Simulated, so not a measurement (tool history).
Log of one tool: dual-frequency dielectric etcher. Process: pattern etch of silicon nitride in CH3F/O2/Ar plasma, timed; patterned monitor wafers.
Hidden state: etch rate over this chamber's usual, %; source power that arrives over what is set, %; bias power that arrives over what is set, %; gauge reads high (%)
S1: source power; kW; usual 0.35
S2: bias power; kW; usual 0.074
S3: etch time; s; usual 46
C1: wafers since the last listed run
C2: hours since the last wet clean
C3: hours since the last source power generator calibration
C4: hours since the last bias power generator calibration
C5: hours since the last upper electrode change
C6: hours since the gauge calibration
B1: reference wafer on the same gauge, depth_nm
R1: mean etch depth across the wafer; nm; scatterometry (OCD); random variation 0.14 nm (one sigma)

run   hour    S1     S2    S3   C1     C2      C3      C4      C5     C6     B1     R1
  1      0  0.38  0.074    46    0  206.9  2912.8  3776.1    4129  600.4  38.29   33.3
  2   22.3  0.38  0.074    46  165  229.2  2935.1  3798.4  4151.3  622.7  38.28  33.39
  3   47.3  0.38  0.074    46  185  254.2  2960.1  3823.4  4176.3  647.7  38.32  33.05
  4   68.1  0.35  0.065    46  154    275  2980.9  3844.2  4197.1  668.5  38.31  30.52
  5  102.5  0.35  0.065    46  255  309.4  3015.3  3878.6  4231.5  702.9  38.31   30.1
  6  127.7  0.35  0.074    46  187  334.6  3040.5  3903.8  4256.7  728.1  38.32  32.01
  7  145.9  0.35  0.074    46  135  352.8  3058.7    3922  4274.9  746.3  38.33  32.18
  8  162.9  0.37  0.074    46  126  369.8  3075.7    3939  4291.9  763.3  38.31  32.71
  9  253.4  0.35  0.061  52.5  672  460.3  3166.2  4029.5  4382.4  853.8  38.29  33.12
 10  277.4  0.35  0.061  52.5  178  484.3  3190.2  4053.5  4406.4  877.8  38.25  33.18
 11  306.2  0.35  0.061  52.5  214  513.1    3219  4082.3  4435.2  906.6  38.29  33.36
     320.3  -- source power generator calibrated
     329.5  -- gauge calibrated
     402.5  -- wet clean of the chamber
 12    403  0.35  0.074    46  511    0.5    82.7  4179.1    4532   73.5  38.31  32.38
 13  408.6  0.35  0.074    46   41    6.1    88.3  4184.7  4537.6   79.1  38.28  32.41
 14  438.2  0.35  0.074    46  219   35.7   117.9  4214.3  4567.2  108.7  38.29  32.28
 15  473.2  0.35  0.074  52.5  260   70.7   152.9  4249.3  4602.2  143.7  38.28  36.96
 16  486.2  0.35  0.088    36   96   83.7   165.9  4262.3  4615.2  156.7  38.27  27.34
 17  517.7  0.28  0.069    36  234  115.2   197.4  4293.8  4646.7  188.2  38.28  22.26
 18  541.8   0.4  0.062    46  179  139.3   221.5  4317.9  4670.8  212.3  38.29  31.12
 19    574  0.35  0.074    46  239  171.5   253.7  4350.1    4703  244.5   38.3  32.29
     601.7  -- bias power generator calibrated
 20  627.7  0.39  0.062  56.5  369  225.2   307.4      26  4756.7  298.2  38.31  37.83
     696.6  -- upper electrode replaced
 21  697.1  0.35  0.074  36.5  337  294.6   376.8    95.4     0.5  367.6  38.25  25.32
 22  718.6  0.28  0.066    54  159  316.1   398.3   116.9      22  389.1   38.3  32.82
 23  748.8  0.35  0.074    46  224  346.3   428.5   147.1    52.2  419.3  38.28  31.93
 24  779.5  0.35  0.074  56.5  228    377   459.2   177.8    82.9    450   38.3   39.4
 25  814.9  0.35  0.063    46  263  412.4   494.6   213.2   118.3  485.4  38.29  29.47
 26  827.3   0.4  0.068    37   92  424.8     507   225.6   130.7  497.8  38.32  25.85
 27  839.3  0.35  0.074  36.5   89  436.8     519   237.6   142.7  509.8  38.29  25.42
 28  860.9  0.35  0.065    46  160  458.4   540.6   259.2   164.3  531.4  38.26  29.97
     886.6  -- wet clean of the chamber
 29  893.2  0.35  0.074    46   61    6.6   572.9   291.5   196.6  563.7  38.35  32.62

4 ways to go on from here, each from the tool as it stands after run 29. What would each give?
  A  893.6  0.35  0.074    46   2   7  573.3  291.9  197  564.1   ?   ?
  B  893.6  0.31  0.079  58.5   2   7  573.3  291.9  197  564.1   ?   ?
  C  893.6  0.35  0.065    56   2   7  573.3  291.9  197  564.1   ?   ?
  D  893.6   0.3  0.074    46   2   7  573.3  291.9  197  564.1   ?   ?

run     B1     R1
  A  38.29  32.32
  B  38.29  40.49
  C  38.29  37.09
  D  38.29  30.52
Without the tool's hidden state the same runs would have given:
run     R1
  A  32.41
  B  40.59
  C  37.19
  D   30.6
